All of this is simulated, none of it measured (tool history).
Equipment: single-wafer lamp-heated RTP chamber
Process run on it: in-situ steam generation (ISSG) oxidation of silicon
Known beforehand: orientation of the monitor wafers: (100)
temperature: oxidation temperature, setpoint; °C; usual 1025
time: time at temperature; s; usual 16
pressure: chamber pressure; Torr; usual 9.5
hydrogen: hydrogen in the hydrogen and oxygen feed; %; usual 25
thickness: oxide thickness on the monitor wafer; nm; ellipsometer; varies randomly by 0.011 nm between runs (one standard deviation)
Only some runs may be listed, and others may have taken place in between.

run,day,temperature,time,pressure,hydrogen,"read-back reference wafer on the same gauge, thickness",thickness
1,0,1025,16,9.5,25,5.069,5.398
2,0.75,1025,16,9.5,25,5.069,5.398
3,1.396,1025,16,9.5,25,5.073,5.405
4,1.771,1025,16,9.5,18,5.066,5.011
5,2.2,1025,16,9.5,18,5.07,4.994
6,2.904,1025,16,9.5,18,5.068,5.014
7,3.504,1025,16,9.5,25,5.07,5.397
8,4.879,1025,16,9.5,25,5.067,5.402
9,5.383,1025,16,9.5,25,5.069,5.407
10,6.112,1025,16,9.5,25,5.063,5.403
11,6.733,1025,16,9.5,28,5.067,5.549
12,7.312,1025,16,9.5,28,5.069,5.567
13,7.725,1040,18,8.5,28,5.069,6.41
14,8.354,1040,16,9.1,25,5.066,5.823
15,9.1,1025,19,8.9,29,5.072,6.159
16,9.738,1025,14,9.5,25,5.076,5.074
17,10.425,1025,16,9.5,25,5.068,5.42
18,11.167,1025,16,9.5,25,5.072,5.39
19,11.617,1035,19,9.5,25,5.072,6.161
20,13.8,1025,19,10.2,25,5.068,5.792
21,14.283,1025,18,8.5,25,5.067,5.801
22,14.638,1025,16,9.5,17,5.067,4.956
23,15.233,1015,16,8.4,28,5.07,5.387
24,15.829,1025,16,9.5,25,5.068,5.389
25,16.479,1025,16,8.4,28,5.074,5.652
26,17.058,1025,16,9.5,25,5.069,5.402
27,18.525,1041,13,8.9,32,5.067,5.684
28,19.104,1025,16,9.5,25,5.074,5.424
29,19.583,1007,16,9.5,25,5.071,5.024
30,20.296,1025,12,9.5,17,5.067,4.327
31,20.608,1009,19,9.5,32,5.068,5.793

Withheld: 5 entries from between the runs. Position of each, and hidden state at the listed run before versus the listed run after:
After run 7, before run 8: gauge calibrated (day 4.338); pressure gauge zeroed (day 4.858)
  no hidden state differs between the two runs
After run 14, before run 15: pyrometer window cleaned and pyrometer calibrated (day 9.075)
  no hidden state differs between the two runs
After run 19, before run 20: hydrogen flow controller replaced (day 13.162)
  no hidden state differs between the two runs
After run 26, before run 27: gauge calibrated (day 17.908)
  no hidden state differs between the two runs
